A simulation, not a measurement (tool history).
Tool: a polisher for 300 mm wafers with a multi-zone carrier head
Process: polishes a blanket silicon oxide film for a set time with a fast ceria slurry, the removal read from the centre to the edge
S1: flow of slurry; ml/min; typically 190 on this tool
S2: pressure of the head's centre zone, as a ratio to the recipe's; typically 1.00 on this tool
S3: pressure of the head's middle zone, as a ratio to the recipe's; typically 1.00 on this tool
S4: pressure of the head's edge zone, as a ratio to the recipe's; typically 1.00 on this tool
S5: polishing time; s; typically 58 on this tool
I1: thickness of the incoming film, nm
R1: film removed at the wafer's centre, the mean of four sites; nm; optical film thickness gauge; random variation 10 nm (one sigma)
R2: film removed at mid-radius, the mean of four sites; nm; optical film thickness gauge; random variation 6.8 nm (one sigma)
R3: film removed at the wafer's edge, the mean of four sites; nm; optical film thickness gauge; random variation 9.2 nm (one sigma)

run,day,S1,S2,S3,S4,S5,I1,R1,R2,R3
1,0.000,190,1.00,1.05,1.00,58,2552.5,793.9,805.9,788.8
2,0.525,190,1.00,1.05,1.00,58,2589.9,791.2,805.5,756.5
3,0.804,190,1.00,1.00,1.00,58,2588.5,746.7,778.7,767.7
4,1.379,190,1.00,1.00,1.00,58,2545.5,760.7,761.2,760.4
# day 3.117: worn pad replaced by a new one
5,3.612,190,1.00,1.00,1.00,58,2608.4,779.2,784.3,788.9
6,4.254,190,1.00,1.00,1.00,63,2563.6,836.9,831.3,817.0
# day 4.496: slurry nozzle cleaned
7,4.750,190,1.00,1.00,1.00,63,2551.5,823.4,816.5,824.1
# day 5.462: carrier head's membrane replaced by a new one, of another model than before
8,5.483,190,1.00,1.00,1.00,63,2595.5,792.3,799.3,799.0
9,5.792,190,1.00,1.00,1.00,58,2596.6,696.3,708.2,718.8
# day 6.204: worn pad replaced by a new one
10,6.375,190,1.00,1.00,1.00,58,2567.0,759.7,774.0,766.5
11,7.067,190,1.00,1.00,1.00,58,2586.0,762.4,767.4,768.3
12,7.721,190,1.00,1.00,1.00,58,2559.3,756.8,742.5,752.5
# day 7.975: centre zone pressure recalibrated
13,8.108,130,1.00,1.00,1.00,58,2558.6,713.8,697.5,721.7
14,8.779,190,1.06,1.00,0.92,49,2545.8,615.7,600.3,563.2
15,9.229,190,1.00,0.93,1.00,58,2599.0,698.0,659.9,700.2
# day 9.538: worn pad replaced by a new one
16,9.950,190,1.00,1.00,1.04,46,2570.3,623.2,616.3,652.9
# day 10.888: edge zone pressure recalibrated
17,11.442,190,1.00,1.09,1.00,65,2565.9,830.4,861.8,815.5
18,11.812,170,1.04,1.00,1.06,58,2566.1,725.0,729.3,757.4
# day 12.129: worn pad replaced by a new one
19,12.408,190,1.00,1.00,1.00,58,2545.1,760.0,785.0,792.1
20,12.733,250,1.09,1.00,1.10,76,2558.9,1104.4,1037.3,1126.9
21,13.404,190,1.00,1.00,1.00,58,2583.3,766.4,758.4,760.3
22,13.842,190,1.00,1.10,0.94,48,2571.0,634.9,649.3,590.3
23,14.138,190,1.10,1.05,1.00,58,2551.9,783.9,756.4,747.4

Each run again, without the hidden state but with its own random variation kept:
What the log doesn't record here: removal rate lost through wear of the pad, %; slurry flow missing at the pad, %; deviation of the centre zone's pressure from its setpoint, %; deviation of the edge zone's pressure from its setpoint, %.
run,R1,R2,R3
1,801.9,814.0,796.7
2,802.8,817.3,767.6
3,761.6,794.3,783.1
4,789.5,790.0,789.2
5,785.2,790.3,795.0
6,854.6,848.9,834.3
7,855.9,848.7,856.6
8,856.1,863.7,863.4
9,768.5,781.7,793.3
10,772.9,787.5,779.9
11,782.7,788.0,788.8
12,792.8,777.9,788.4
13,761.0,743.6,769.4
14,683.7,666.7,625.4
15,803.2,759.3,805.7
16,628.8,621.8,658.7
17,875.8,909.0,860.2
18,780.6,785.3,815.5
19,768.2,793.4,800.6
20,1120.3,1052.2,1143.1
21,790.0,781.8,783.8
22,665.7,680.7,618.9
23,833.9,804.6,795.1
